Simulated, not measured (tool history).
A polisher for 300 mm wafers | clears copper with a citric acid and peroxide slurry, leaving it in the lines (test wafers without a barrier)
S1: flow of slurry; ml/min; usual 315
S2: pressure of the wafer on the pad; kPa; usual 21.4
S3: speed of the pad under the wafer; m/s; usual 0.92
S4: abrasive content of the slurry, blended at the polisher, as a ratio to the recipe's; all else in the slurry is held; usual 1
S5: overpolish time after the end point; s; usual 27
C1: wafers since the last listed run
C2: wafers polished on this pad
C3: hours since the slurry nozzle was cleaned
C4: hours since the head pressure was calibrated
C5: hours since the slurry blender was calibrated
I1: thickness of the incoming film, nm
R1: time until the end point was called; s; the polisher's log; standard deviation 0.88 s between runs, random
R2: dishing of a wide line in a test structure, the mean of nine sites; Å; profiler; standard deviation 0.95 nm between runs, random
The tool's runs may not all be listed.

{"run": 1, "hour": 0.0, "S1": 315, "S2": 25.5, "S3": 0.92, "S4": 1, "S5": 27, "C1": 0, "C2": 1342, "C3": 320.9, "C4": 426.3, "C5": 43.9, "I1": 214, "R1": 68.6, "R2": 526}
{"hour": 12.6, "done": "head pressure recalibrated"}
{"run": 2, "hour": 28.4, "S1": 260, "S2": 21.4, "S3": 0.92, "S4": 1, "S5": 27, "C1": 268, "C2": 1611, "C3": 349.3, "C4": 15.8, "C5": 72.3, "I1": 215.3, "R1": 93.2, "R2": 397}
{"run": 3, "hour": 48.0, "S1": 260, "S2": 21.4, "S3": 0.92, "S4": 1, "S5": 27, "C1": 199, "C2": 1811, "C3": 368.9, "C4": 35.4, "C5": 91.9, "I1": 215, "R1": 91.7, "R2": 407}
{"hour": 69.5, "done": "worn pad replaced by a new one"}
{"run": 4, "hour": 83.8, "S1": 315, "S2": 21.4, "S3": 0.92, "S4": 1, "S5": 27, "C1": 323, "C2": 145, "C3": 404.7, "C4": 71.2, "C5": 127.7, "I1": 214.5, "R1": 89.2, "R2": 433}
{"run": 5, "hour": 105.9, "S1": 315, "S2": 21.4, "S3": 0.92, "S4": 1, "S5": 27, "C1": 225, "C2": 370, "C3": 426.8, "C4": 93.3, "C5": 149.8, "I1": 212.6, "R1": 87, "R2": 413}
{"run": 6, "hour": 129.4, "S1": 235, "S2": 24.8, "S3": 0.92, "S4": 1.3, "S5": 15, "C1": 239, "C2": 609, "C3": 450.3, "C4": 116.8, "C5": 173.3, "I1": 218.3, "R1": 75, "R2": 293}
{"hour": 156.0, "done": "slurry nozzle cleaned"}
{"run": 7, "hour": 161.6, "S1": 420, "S2": 21.4, "S3": 0.84, "S4": 1, "S5": 15, "C1": 317, "C2": 927, "C3": 5.6, "C4": 149, "C5": 205.5, "I1": 211.6, "R1": 89.2, "R2": 247}
{"run": 8, "hour": 195.0, "S1": 315, "S2": 21.4, "S3": 0.92, "S4": 1, "S5": 27, "C1": 340, "C2": 1267, "C3": 39, "C4": 182.4, "C5": 238.9, "I1": 215.5, "R1": 86.1, "R2": 425}
{"run": 9, "hour": 216.5, "S1": 315, "S2": 21.4, "S3": 0.7, "S4": 0.85, "S5": 35, "C1": 218, "C2": 1486, "C3": 60.5, "C4": 203.9, "C5": 260.4, "I1": 213.7, "R1": 104.1, "R2": 453}
{"hour": 226.0, "done": "slurry blender recalibrated"}
{"run": 10, "hour": 241.3, "S1": 390, "S2": 23.4, "S3": 0.8, "S4": 0.8, "S5": 27, "C1": 232, "C2": 1718, "C3": 85.3, "C4": 228.7, "C5": 15.3, "I1": 217.7, "R1": 89.1, "R2": 418}
{"run": 11, "hour": 267.9, "S1": 315, "S2": 14.5, "S3": 0.7, "S4": 1, "S5": 12, "C1": 270, "C2": 1989, "C3": 111.9, "C4": 255.3, "C5": 41.9, "I1": 216, "R1": 147, "R2": 122}
{"run": 12, "hour": 290.3, "S1": 255, "S2": 21.4, "S3": 0.92, "S4": 1, "S5": 27, "C1": 228, "C2": 2217, "C3": 134.3, "C4": 277.7, "C5": 64.3, "I1": 217.7, "R1": 85.9, "R2": 433}
{"run": 13, "hour": 309.3, "S1": 315, "S2": 25.5, "S3": 0.92, "S4": 1, "S5": 27, "C1": 193, "C2": 2411, "C3": 153.3, "C4": 296.7, "C5": 83.3, "I1": 215.2, "R1": 71.7, "R2": 525}
{"hour": 318.8, "done": "worn pad replaced by a new one"}
{"run": 14, "hour": 327.5, "S1": 395, "S2": 21.4, "S3": 0.92, "S4": 1, "S5": 27, "C1": 144, "C2": 89, "C3": 171.5, "C4": 314.9, "C5": 101.5, "I1": 212.8, "R1": 80.1, "R2": 444}
{"run": 15, "hour": 354.1, "S1": 315, "S2": 21.4, "S3": 1.22, "S4": 0.85, "S5": 36, "C1": 270, "C2": 359, "C3": 198.1, "C4": 341.5, "C5": 128.1, "I1": 215, "R1": 69.7, "R2": 645}
{"run": 16, "hour": 367.9, "S1": 315, "S2": 16.5, "S3": 1.1, "S4": 0.75, "S5": 21, "C1": 140, "C2": 500, "C3": 211.9, "C4": 355.3, "C5": 141.9, "I1": 215.8, "R1": 100.1, "R2": 294}
{"run": 17, "hour": 392.5, "S1": 315, "S2": 28.3, "S3": 0.66, "S4": 1, "S5": 27, "C1": 250, "C2": 751, "C3": 236.5, "C4": 379.9, "C5": 166.5, "I1": 213.5, "R1": 76.6, "R2": 481}
{"run": 18, "hour": 428.1, "S1": 315, "S2": 21.4, "S3": 0.92, "S4": 1, "S5": 27, "C1": 362, "C2": 1113, "C3": 272.1, "C4": 415.5, "C5": 202.1, "I1": 211.2, "R1": 79.4, "R2": 445}
{"hour": 436.9, "done": "head pressure recalibrated"}
{"run": 19, "hour": 441.9, "S1": 315, "S2": 21.4, "S3": 1.18, "S4": 1, "S5": 27, "C1": 120, "C2": 1233, "C3": 285.9, "C4": 5, "C5": 215.9, "I1": 213.5, "R1": 76.3, "R2": 466}
{"run": 20, "hour": 464.2, "S1": 315, "S2": 21.4, "S3": 0.68, "S4": 1.3, "S5": 27, "C1": 227, "C2": 1460, "C3": 308.2, "C4": 27.3, "C5": 238.2, "I1": 212.7, "R1": 103.8, "R2": 348}
{"run": 21, "hour": 493.1, "S1": 315, "S2": 24.8, "S3": 0.7, "S4": 0.9, "S5": 27, "C1": 294, "C2": 1755, "C3": 337.1, "C4": 56.2, "C5": 267.1, "I1": 216.9, "R1": 94.8, "R2": 390}
{"hour": 502.3, "done": "slurry blender recalibrated"}
{"run": 22, "hour": 524.0, "S1": 315, "S2": 21.4, "S3": 0.64, "S4": 1, "S5": 27, "C1": 294, "C2": 2049, "C3": 368, "C4": 87.1, "C5": 21.7, "I1": 213.9, "R1": 111.5, "R2": 340}
{"run": 23, "hour": 552.0, "S1": 315, "S2": 21.4, "S3": 0.92, "S4": 1.15, "S5": 27, "C1": 285, "C2": 2334, "C3": 396, "C4": 115.1, "C5": 49.7, "I1": 218.8, "R1": 88.6, "R2": 421}
{"hour": 575.1, "done": "worn pad replaced by a new one"}
{"run": 24, "hour": 591.8, "S1": 390, "S2": 21.4, "S3": 0.92, "S4": 1, "S5": 27, "C1": 364, "C2": 169, "C3": 435.8, "C4": 154.9, "C5": 89.5, "I1": 215.4, "R1": 86.6, "R2": 428}
{"run": 25, "hour": 609.1, "S1": 350, "S2": 26.2, "S3": 0.92, "S4": 0.7, "S5": 27, "C1": 176, "C2": 345, "C3": 453.1, "C4": 172.2, "C5": 106.8, "I1": 213.4, "R1": 75.1, "R2": 478}
{"run": 26, "hour": 634.3, "S1": 315, "S2": 24.8, "S3": 0.92, "S4": 1, "S5": 41, "C1": 256, "C2": 602, "C3": 478.3, "C4": 197.4, "C5": 132, "I1": 215.6, "R1": 76.2, "R2": 685}
{"hour": 636.4, "done": "slurry nozzle cleaned"}
{"run": 27, "hour": 647.2, "S1": 315, "S2": 21.4, "S3": 1.1, "S4": 1, "S5": 14, "C1": 121, "C2": 723, "C3": 10.8, "C4": 210.3, "C5": 144.9, "I1": 218.4, "R1": 78.3, "R2": 257}
{"run": 28, "hour": 678.9, "S1": 390, "S2": 21.4, "S3": 0.92, "S4": 1, "S5": 27, "C1": 322, "C2": 1046, "C3": 42.5, "C4": 242, "C5": 176.6, "I1": 213.9, "R1": 84.3, "R2": 439}

Run 29 comes next. What will it give?
{"run": 29, "hour": 693.0, "S1": 315, "S2": 21.4, "S3": 0.92, "S4": 1, "S5": 32, "C1": 143, "C2": 1190, "C3": 56.6, "C4": 256.1, "C5": 190.7, "I1": 213.1, "R1": "?", "R2": "?"}

Run 29 produced R1 84.5 s, R2 503 Å.
Without the tool's hidden state the same run would have given R1 91.7 s, R2 466 Å.

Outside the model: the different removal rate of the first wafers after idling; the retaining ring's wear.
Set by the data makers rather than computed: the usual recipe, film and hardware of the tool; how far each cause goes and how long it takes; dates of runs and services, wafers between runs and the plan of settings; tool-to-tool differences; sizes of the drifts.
